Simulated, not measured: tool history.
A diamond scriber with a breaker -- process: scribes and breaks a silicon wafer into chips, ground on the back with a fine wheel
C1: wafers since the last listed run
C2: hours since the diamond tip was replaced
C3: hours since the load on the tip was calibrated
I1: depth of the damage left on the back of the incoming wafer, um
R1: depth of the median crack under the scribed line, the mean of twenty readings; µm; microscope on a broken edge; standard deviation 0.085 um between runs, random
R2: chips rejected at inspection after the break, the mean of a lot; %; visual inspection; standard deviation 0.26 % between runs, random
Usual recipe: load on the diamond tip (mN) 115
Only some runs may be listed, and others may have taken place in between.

{"run": 1, "hour": 0.0, "load on the diamond tip (mN)": 93, "C1": 0, "C2": 95.8, "C3": 351.1, "I1": 2.01, "R1": 6.45, "R2": 4.9}
{"run": 2, "hour": 65.3, "load on the diamond tip (mN)": 93, "C1": 179, "C2": 161.1, "C3": 416.4, "I1": 1.83, "R1": 6.33, "R2": 3.98}
{"run": 3, "hour": 112.8, "load on the diamond tip (mN)": 115, "C1": 130, "C2": 208.6, "C3": 463.9, "I1": 1.7, "R1": 6.93, "R2": 2.1}
{"run": 4, "hour": 160.0, "load on the diamond tip (mN)": 115, "C1": 129, "C2": 255.8, "C3": 511.1, "I1": 2.18, "R1": 6.98, "R2": 3.28}
{"run": 5, "hour": 230.7, "load on the diamond tip (mN)": 89, "C1": 193, "C2": 326.5, "C3": 581.8, "I1": 2.22, "R1": 6.34, "R2": 6.32}
{"run": 6, "hour": 262.5, "load on the diamond tip (mN)": 89, "C1": 87, "C2": 358.3, "C3": 613.6, "I1": 2.56, "R1": 6.23, "R2": 8.07}
{"run": 7, "hour": 306.4, "load on the diamond tip (mN)": 97, "C1": 120, "C2": 402.2, "C3": 657.5, "I1": 1.59, "R1": 6.46, "R2": 2.75}
{"hour": 333.1, "done": "diamond tip replaced by a new one"}
{"run": 8, "hour": 357.8, "load on the diamond tip (mN)": 94, "C1": 135, "C2": 24.7, "C3": 708.9, "I1": 2.49, "R1": 6.26, "R2": 6.16}
{"run": 9, "hour": 386.2, "load on the diamond tip (mN)": 94, "C1": 77, "C2": 53.1, "C3": 737.3, "I1": 1.82, "R1": 6.45, "R2": 3.99}
{"run": 10, "hour": 434.7, "load on the diamond tip (mN)": 115, "C1": 133, "C2": 101.6, "C3": 785.8, "I1": 2.29, "R1": 6.93, "R2": 4.1}
{"run": 11, "hour": 470.4, "load on the diamond tip (mN)": 88, "C1": 97, "C2": 137.3, "C3": 821.5, "I1": 2.38, "R1": 6.32, "R2": 7.79}
{"run": 12, "hour": 521.3, "load on the diamond tip (mN)": 88, "C1": 139, "C2": 188.2, "C3": 872.4, "I1": 2.45, "R1": 6.2, "R2": 8.35}
{"run": 13, "hour": 553.6, "load on the diamond tip (mN)": 136, "C1": 88, "C2": 220.5, "C3": 904.7, "I1": 2.05, "R1": 7.34, "R2": 4.23}
{"run": 14, "hour": 610.6, "load on the diamond tip (mN)": 122, "C1": 156, "C2": 277.5, "C3": 961.7, "I1": 2.89, "R1": 7.05, "R2": 6.46}
{"run": 15, "hour": 653.2, "load on the diamond tip (mN)": 115, "C1": 116, "C2": 320.1, "C3": 1004.3, "I1": 1.59, "R1": 6.87, "R2": 1.91}
{"hour": 662.4, "done": "diamond tip replaced by a new one"}
{"run": 16, "hour": 703.9, "load on the diamond tip (mN)": 134, "C1": 133, "C2": 41.5, "C3": 1055.0, "I1": 1.78, "R1": 7.43, "R2": 2.63}
{"run": 17, "hour": 855.1, "load on the diamond tip (mN)": 115, "C1": 414, "C2": 192.7, "C3": 1206.2, "I1": 2.05, "R1": 6.84, "R2": 3.18}
{"run": 18, "hour": 895.6, "load on the diamond tip (mN)": 115, "C1": 111, "C2": 233.2, "C3": 1246.7, "I1": 2.03, "R1": 6.9, "R2": 3.04}
{"hour": 1004.8, "done": "diamond tip replaced by a new one"}
{"run": 19, "hour": 1079.9, "load on the diamond tip (mN)": 102, "C1": 500, "C2": 75.1, "C3": 1431.0, "I1": 2.19, "R1": 6.59, "R2": 4.24}
{"run": 20, "hour": 1124.4, "load on the diamond tip (mN)": 148, "C1": 122, "C2": 119.6, "C3": 1475.5, "I1": 1.8, "R1": 7.68, "R2": 5.44}
{"run": 21, "hour": 1169.3, "load on the diamond tip (mN)": 133, "C1": 123, "C2": 164.5, "C3": 1520.4, "I1": 2.97, "R1": 7.29, "R2": 7.13}
{"run": 22, "hour": 1207.4, "load on the diamond tip (mN)": 129, "C1": 104, "C2": 202.6, "C3": 1558.5, "I1": 2.01, "R1": 7.26, "R2": 3.5}
{"hour": 1219.6, "done": "load on the tip recalibrated"}
{"run": 23, "hour": 1249.6, "load on the diamond tip (mN)": 98, "C1": 110, "C2": 244.8, "C3": 30.0, "I1": 1.96, "R1": 6.55, "R2": 3.77}
{"run": 24, "hour": 1316.0, "load on the diamond tip (mN)": 84, "C1": 182, "C2": 311.2, "C3": 96.4, "I1": 2.54, "R1": 6.33, "R2": 10.87}
{"run": 25, "hour": 1376.3, "load on the diamond tip (mN)": 93, "C1": 165, "C2": 371.5, "C3": 156.7, "I1": 2.55, "R1": 6.3, "R2": 7.43}
{"hour": 1409.5, "done": "diamond tip replaced by a new one"}
{"run": 26, "hour": 1426.3, "load on the diamond tip (mN)": 83, "C1": 131, "C2": 16.8, "C3": 206.7, "I1": 2.87, "R1": 6.23, "R2": 12.02}
{"run": 27, "hour": 1478.3, "load on the diamond tip (mN)": 104, "C1": 142, "C2": 68.8, "C3": 258.7, "I1": 2.63, "R1": 6.68, "R2": 6.38}
{"run": 28, "hour": 1523.2, "load on the diamond tip (mN)": 101, "C1": 123, "C2": 113.7, "C3": 303.6, "I1": 2.97, "R1": 6.54, "R2": 9.2}
{"run": 29, "hour": 1575.1, "load on the diamond tip (mN)": 125, "C1": 142, "C2": 165.6, "C3": 355.5, "I1": 1.96, "R1": 6.91, "R2": 2.74}
{"run": 30, "hour": 1629.4, "load on the diamond tip (mN)": 115, "C1": 148, "C2": 219.9, "C3": 409.8, "I1": 1.54, "R1": 6.83, "R2": 1.59}
{"run": 31, "hour": 1657.6, "load on the diamond tip (mN)": 115, "C1": 77, "C2": 248.1, "C3": 438.0, "I1": 2.04, "R1": 6.87, "R2": 3.03}
{"run": 32, "hour": 1717.0, "load on the diamond tip (mN)": 86, "C1": 162, "C2": 307.5, "C3": 497.4, "I1": 2.46, "R1": 6.19, "R2": 8.15}
{"hour": 1758.2, "done": "diamond tip replaced by a new one"}
{"run": 33, "hour": 1768.8, "load on the diamond tip (mN)": 126, "C1": 136, "C2": 10.6, "C3": 549.2, "I1": 2.18, "R1": 7.18, "R2": 3.55}
{"run": 34, "hour": 1797.4, "load on the diamond tip (mN)": 115, "C1": 78, "C2": 39.2, "C3": 577.8, "I1": 2.99, "R1": 6.94, "R2": 7.44}
{"run": 35, "hour": 1841.6, "load on the diamond tip (mN)": 115, "C1": 121, "C2": 83.4, "C3": 622.0, "I1": 1.57, "R1": 6.85, "R2": 1.81}
{"run": 36, "hour": 1889.2, "load on the diamond tip (mN)": 146, "C1": 130, "C2": 131.0, "C3": 669.6, "I1": 2.68, "R1": 7.72, "R2": 7.21}
{"run": 37, "hour": 1931.1, "load on the diamond tip (mN)": 143, "C1": 114, "C2": 172.9, "C3": 711.5, "I1": 2.62, "R1": 7.56, "R2": 6.57}

What if the next run were any one of these 3? Each begins from the tool's condition after run 37:
{"run": "A", "hour": 1931.7, "load on the diamond tip (mN)": 106, "C1": 1, "C2": 173.5, "C3": 712.1, "I1": 1.91, "R1": "?", "R2": "?"}
{"run": "B", "hour": 1931.7, "load on the diamond tip (mN)": 149, "C1": 1, "C2": 173.5, "C3": 712.1, "I1": 1.91, "R1": "?", "R2": "?"}
{"run": "C", "hour": 1931.7, "load on the diamond tip (mN)": 82, "C1": 1, "C2": 173.5, "C3": 712.1, "I1": 1.91, "R1": "?", "R2": "?"}

run=A R1=6.78 R2=2.70
run=B R1=7.74 R2=4.61
run=C R1=6.21 R2=6.37
Take away the tool's hidden state, keep each run's random variation, and the runs would have read:
run=A R1=6.78 R2=2.70
run=B R1=7.74 R2=4.61
run=C R1=6.21 R2=6.37
